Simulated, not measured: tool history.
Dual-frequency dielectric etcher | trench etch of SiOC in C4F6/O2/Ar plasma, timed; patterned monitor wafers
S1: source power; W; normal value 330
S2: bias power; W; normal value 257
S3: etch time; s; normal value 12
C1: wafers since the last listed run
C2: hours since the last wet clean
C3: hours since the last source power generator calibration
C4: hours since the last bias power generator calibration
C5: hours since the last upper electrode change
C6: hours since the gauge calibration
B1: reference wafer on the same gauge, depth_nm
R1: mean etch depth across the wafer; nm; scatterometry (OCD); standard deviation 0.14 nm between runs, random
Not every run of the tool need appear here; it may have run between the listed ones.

{"run": 1, "hour": 0.0, "S1": 330, "S2": 273, "S3": 12, "C1": 0, "C2": 211.9, "C3": 2148.3, "C4": 4173.8, "C5": 5981.1, "C6": 66.8, "B1": 27.97, "R1": 28.23}
{"run": 2, "hour": 10.9, "S1": 330, "S2": 273, "S3": 12, "C1": 115, "C2": 222.8, "C3": 2159.2, "C4": 4184.7, "C5": 5992, "C6": 77.7, "B1": 27.98, "R1": 28.32}
{"run": 3, "hour": 25.3, "S1": 330, "S2": 273, "S3": 12, "C1": 151, "C2": 237.2, "C3": 2173.6, "C4": 4199.1, "C5": 6006.4, "C6": 92.1, "B1": 28.03, "R1": 28.13}
{"run": 4, "hour": 39.5, "S1": 330, "S2": 291, "S3": 12, "C1": 149, "C2": 251.4, "C3": 2187.8, "C4": 4213.3, "C5": 6020.6, "C6": 106.3, "B1": 28.01, "R1": 29.04}
{"run": 5, "hour": 51.3, "S1": 330, "S2": 257, "S3": 12, "C1": 124, "C2": 263.2, "C3": 2199.6, "C4": 4225.1, "C5": 6032.4, "C6": 118.1, "B1": 27.96, "R1": 27.53}
{"run": 6, "hour": 61.1, "S1": 330, "S2": 257, "S3": 12, "C1": 103, "C2": 273, "C3": 2209.4, "C4": 4234.9, "C5": 6042.2, "C6": 127.9, "B1": 28.02, "R1": 27.41}
{"hour": 71.9, "done": "gauge calibrated"}
{"run": 7, "hour": 78.3, "S1": 300, "S2": 298, "S3": 12, "C1": 181, "C2": 290.2, "C3": 2226.6, "C4": 4252.1, "C5": 6059.4, "C6": 6.4, "B1": 28, "R1": 28.91}
{"run": 8, "hour": 93.6, "S1": 330, "S2": 257, "S3": 9.5, "C1": 161, "C2": 305.5, "C3": 2241.9, "C4": 4267.4, "C5": 6074.7, "C6": 21.7, "B1": 27.98, "R1": 21.93}
{"run": 9, "hour": 99.7, "S1": 330, "S2": 257, "S3": 9.5, "C1": 64, "C2": 311.6, "C3": 2248, "C4": 4273.5, "C5": 6080.8, "C6": 27.8, "B1": 27.97, "R1": 21.97}
{"run": 10, "hour": 106.5, "S1": 370, "S2": 257, "S3": 9.5, "C1": 71, "C2": 318.4, "C3": 2254.8, "C4": 4280.3, "C5": 6087.6, "C6": 34.6, "B1": 27.96, "R1": 22.73}
{"hour": 111.3, "done": "bias power generator calibrated"}
{"hour": 142.6, "done": "upper electrode replaced"}
{"run": 11, "hour": 143.1, "S1": 370, "S2": 257, "S3": 9.5, "C1": 90, "C2": 355, "C3": 2291.4, "C4": 31.8, "C5": 0.5, "C6": 71.2, "B1": 27.99, "R1": 22.56}
{"run": 12, "hour": 143.4, "S1": 330, "S2": 257, "S3": 12, "C1": 3, "C2": 355.3, "C3": 2291.7, "C4": 32.1, "C5": 0.8, "C6": 71.5, "B1": 28.03, "R1": 27.87}
{"run": 13, "hour": 172.3, "S1": 300, "S2": 298, "S3": 12, "C1": 305, "C2": 384.2, "C3": 2320.6, "C4": 61, "C5": 29.7, "C6": 100.4, "B1": 27.99, "R1": 28.9}
{"run": 14, "hour": 189.7, "S1": 330, "S2": 275, "S3": 10, "C1": 183, "C2": 401.6, "C3": 2338, "C4": 78.4, "C5": 47.1, "C6": 117.8, "B1": 27.97, "R1": 23.88}
{"run": 15, "hour": 200.1, "S1": 380, "S2": 276, "S3": 10.5, "C1": 109, "C2": 412, "C3": 2348.4, "C4": 88.8, "C5": 57.5, "C6": 128.2, "B1": 27.98, "R1": 26.35}
{"hour": 223.9, "done": "source power generator calibrated"}
{"hour": 229.1, "done": "wet clean of the chamber"}
{"run": 16, "hour": 229.6, "S1": 370, "S2": 257, "S3": 11, "C1": 214, "C2": 0.5, "C3": 5.7, "C4": 118.3, "C5": 87, "C6": 157.7, "B1": 28.04, "R1": 25.58}
{"run": 17, "hour": 229.9, "S1": 370, "S2": 257, "S3": 9.5, "C1": 3, "C2": 0.8, "C3": 6, "C4": 118.6, "C5": 87.3, "C6": 158, "B1": 27.99, "R1": 22.12}
{"hour": 235.7, "done": "gauge calibrated"}
{"run": 18, "hour": 238.4, "S1": 330, "S2": 257, "S3": 12, "C1": 89, "C2": 9.3, "C3": 14.5, "C4": 127.1, "C5": 95.8, "C6": 2.7, "B1": 28.01, "R1": 27.17}
{"run": 19, "hour": 247.6, "S1": 290, "S2": 288, "S3": 14.5, "C1": 97, "C2": 18.5, "C3": 23.7, "C4": 136.3, "C5": 105, "C6": 11.9, "B1": 28.02, "R1": 33.18}
{"run": 20, "hour": 262.9, "S1": 350, "S2": 257, "S3": 12, "C1": 161, "C2": 33.8, "C3": 39, "C4": 151.6, "C5": 120.3, "C6": 27.2, "B1": 27.97, "R1": 27.58}
{"run": 21, "hour": 291.9, "S1": 270, "S2": 257, "S3": 11, "C1": 306, "C2": 62.8, "C3": 68, "C4": 180.6, "C5": 149.3, "C6": 56.2, "B1": 27.98, "R1": 23.57}
{"run": 22, "hour": 301.3, "S1": 370, "S2": 314, "S3": 12, "C1": 99, "C2": 72.2, "C3": 77.4, "C4": 190, "C5": 158.7, "C6": 65.6, "B1": 27.96, "R1": 30.65}

Describe how what the log doesn't record of the tool's condition differs between the last listed run preceding each entry between runs and the first listed run following it.
Between runs 6 and 7: gauge calibrated (hour 71.9)
  etch rate over this chamber's usual, %: 2.28 -> 2.47
  measured result minus the result with no hidden state, R1: +0.61 -> +0.7 nm
Between runs 10 and 11: bias power generator calibrated (hour 111.3); upper electrode replaced (hour 142.6)
  etch rate over this chamber's usual, %: 2.79 -> 3.2
  measured result minus the result with no hidden state, R1: +0.61 -> +0.7 nm
Between runs 15 and 16: source power generator calibrated (hour 223.9); wet clean of the chamber (hour 229.1)
  etch rate over this chamber's usual, %: 3.84 -> 0.487
  measured result minus the result with no hidden state, R1: +0.98 -> +0.12 nm
Between runs 17 and 18: gauge calibrated (hour 235.7)
  etch rate over this chamber's usual, %: 0.49 -> 0.586
  measured result minus the result with no hidden state, R1: +0.11 -> +0.16 nm
